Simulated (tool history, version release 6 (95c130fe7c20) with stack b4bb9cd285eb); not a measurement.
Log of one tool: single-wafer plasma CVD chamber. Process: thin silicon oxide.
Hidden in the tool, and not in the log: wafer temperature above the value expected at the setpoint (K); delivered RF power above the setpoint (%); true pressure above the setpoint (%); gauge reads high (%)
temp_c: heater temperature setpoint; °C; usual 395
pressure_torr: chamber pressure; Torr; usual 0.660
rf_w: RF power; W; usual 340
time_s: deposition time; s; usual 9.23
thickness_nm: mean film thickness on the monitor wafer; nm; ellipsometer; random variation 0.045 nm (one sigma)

| run | hour | temp_c | pressure_torr | rf_w | time_s | wafers since the last listed run | hours since the last thermocouple change | hours since the last RF generator calibration | hours since the last manometer calibration | hours since the showerhead was replaced | hours since the gauge calibration | read-back reference wafer on the same gauge, thickness_nm | thickness_nm |
|---|---|---|---|---|---|---|---|---|---|---|---|---|---|
| 1 | 0.0 | 395 | 0.660 | 340 | 9.23 | 0 | 579.7 | 1231.9 | 2176.0 | 3626.2 | 773.5 | 15.178 | 14.398 |
| 2 | 13.5 | 395 | 0.616 | 375 | 9.23 | 287 | 593.2 | 1245.4 | 2189.5 | 3639.7 | 787.0 | 15.202 | 13.641 |
| 3 | 37.0 | 395 | 0.616 | 375 | 9.23 | 500 | 616.7 | 1268.9 | 2213.0 | 3663.2 | 810.5 | 15.206 | 13.705 |
| 4 | 56.9 | 395 | 0.616 | 375 | 9.23 | 423 | 636.6 | 1288.8 | 2232.9 | 3683.1 | 830.4 | 15.192 | 13.742 |
| 5 | 92.4 | 395 | 0.660 | 340 | 9.23 | 755 | 672.1 | 1324.3 | 2268.4 | 3718.6 | 865.9 | 15.195 | 14.352 |
| 6 | 107.0 | 395 | 0.660 | 340 | 9.23 | 310 | 686.7 | 1338.9 | 2283.0 | 3733.2 | 880.5 | 15.213 | 14.455 |
| 7 | 142.7 | 395 | 0.660 | 340 | 9.23 | 759 | 722.4 | 1374.6 | 2318.7 | 3768.9 | 916.2 | 15.237 | 14.391 |
| 8 | 163.6 | 395 | 0.660 | 340 | 8.04 | 444 | 743.3 | 1395.5 | 2339.6 | 3789.8 | 937.1 | 15.214 | 12.684 |
| 9 | 177.0 | 395 | 0.660 | 340 | 8.04 | 285 | 756.7 | 1408.9 | 2353.0 | 3803.2 | 950.5 | 15.236 | 12.662 |
| 10 | 202.7 | 395 | 0.660 | 340 | 8.04 | 546 | 782.4 | 1434.6 | 2378.7 | 3828.9 | 976.2 | 15.229 | 12.532 |
| 11 | 229.8 | 395 | 0.660 | 340 | 9.23 | 576 | 809.5 | 1461.7 | 2405.8 | 3856.0 | 1003.3 | 15.248 | 14.488 |
| 12 | 245.1 | 395 | 0.660 | 340 | 9.23 | 325 | 824.8 | 1477.0 | 2421.1 | 3871.3 | 1018.6 | 15.245 | 14.502 |
|  | 255.9 | gauge calibrated |
| 13 | 339.1 | 395 | 0.660 | 340 | 9.23 | 2000 | 918.8 | 1571.0 | 2515.1 | 3965.3 | 83.2 | 15.002 | 14.265 |
| 14 | 365.9 | 395 | 0.660 | 340 | 9.23 | 570 | 945.6 | 1597.8 | 2541.9 | 3992.1 | 110.0 | 15.024 | 14.269 |
| 15 | 470.7 | 391 | 0.717 | 275 | 9.76 | 2230 | 1050.4 | 1702.6 | 2646.7 | 4096.9 | 214.8 | 15.032 | 15.758 |
|  | 495.3 | capacitance manometer re-zeroed and calibrated |
| 16 | 501.9 | 400 | 0.660 | 340 | 9.23 | 493 | 1081.6 | 1733.8 | 6.6 | 4128.1 | 246.0 | 15.085 | 14.253 |
| 17 | 531.4 | 395 | 0.766 | 320 | 9.23 | 627 | 1111.1 | 1763.3 | 36.1 | 4157.6 | 275.5 | 15.065 | 16.362 |
|  | 546.7 | thermocouple changed; heater temperature recalibrated |
| 18 | 548.5 | 404 | 0.660 | 340 | 10.35 | 193 | 1.8 | 1780.4 | 53.2 | 4174.7 | 292.6 | 15.071 | 15.935 |
|  | 564.7 | showerhead replaced |
| 19 | 566.5 | 388 | 0.660 | 290 | 9.23 | 212 | 19.8 | 1798.4 | 71.2 | 1.8 | 310.6 | 15.084 | 13.964 |
| 20 | 579.7 | 395 | 0.811 | 340 | 7.60 | 280 | 33.0 | 1811.6 | 84.4 | 15.0 | 323.8 | 15.092 | 14.361 |
|  | 598.3 | RF generator calibrated |
| 21 | 673.7 | 395 | 0.660 | 340 | 9.23 | 1830 | 127.0 | 75.4 | 178.4 | 109.0 | 417.8 | 15.116 | 14.298 |
| 22 | 693.5 | 395 | 0.801 | 340 | 9.23 | 421 | 146.8 | 95.2 | 198.2 | 128.8 | 437.6 | 15.107 | 17.147 |
| 23 | 714.9 | 395 | 0.752 | 340 | 7.57 | 455 | 168.2 | 116.6 | 219.6 | 150.2 | 459.0 | 15.132 | 13.368 |
| 24 | 742.8 | 395 | 0.660 | 340 | 9.23 | 593 | 196.1 | 144.5 | 247.5 | 178.1 | 486.9 | 15.138 | 14.408 |
| 25 | 778.3 | 395 | 0.660 | 275 | 8.28 | 755 | 231.6 | 180.0 | 283.0 | 213.6 | 522.4 | 15.152 | 12.385 |
| 26 | 803.8 | 395 | 0.660 | 295 | 9.23 | 542 | 257.1 | 205.5 | 308.5 | 239.1 | 547.9 | 15.146 | 13.955 |
| 27 | 836.0 | 395 | 0.660 | 340 | 9.23 | 685 | 289.3 | 237.7 | 340.7 | 271.3 | 580.1 | 15.155 | 14.399 |

5 ways to go on from here, each from the tool as it stands after run 27. What would each give?
| A | 836.4 | 395 | 0.799 | 340 | 9.23 | 8 | 289.7 | 238.1 | 341.1 | 271.7 | 580.5 | ? | ? |
| B | 836.4 | 408 | 0.660 | 340 | 9.23 | 8 | 289.7 | 238.1 | 341.1 | 271.7 | 580.5 | ? | ? |
| C | 836.4 | 404 | 0.660 | 340 | 9.23 | 8 | 289.7 | 238.1 | 341.1 | 271.7 | 580.5 | ? | ? |
| D | 836.4 | 383 | 0.660 | 375 | 9.23 | 8 | 289.7 | 238.1 | 341.1 | 271.7 | 580.5 | ? | ? |
| E | 836.4 | 403 | 0.601 | 375 | 7.97 | 8 | 289.7 | 238.1 | 341.1 | 271.7 | 580.5 | ? | ? |

| run | read-back reference wafer on the same gauge, thickness_nm | thickness_nm |
|---|---|---|
| A | 15.186 | 17.261 |
| B | 15.186 | 14.288 |
| C | 15.186 | 14.320 |
| D | 15.186 | 14.785 |
| E | 15.186 | 11.500 |
Without the tool's hidden state the same runs would have given:
| run | thickness_nm |
|---|---|
| A | 17.078 |
| B | 14.136 |
| C | 14.169 |
| D | 14.629 |
| E | 11.378 |
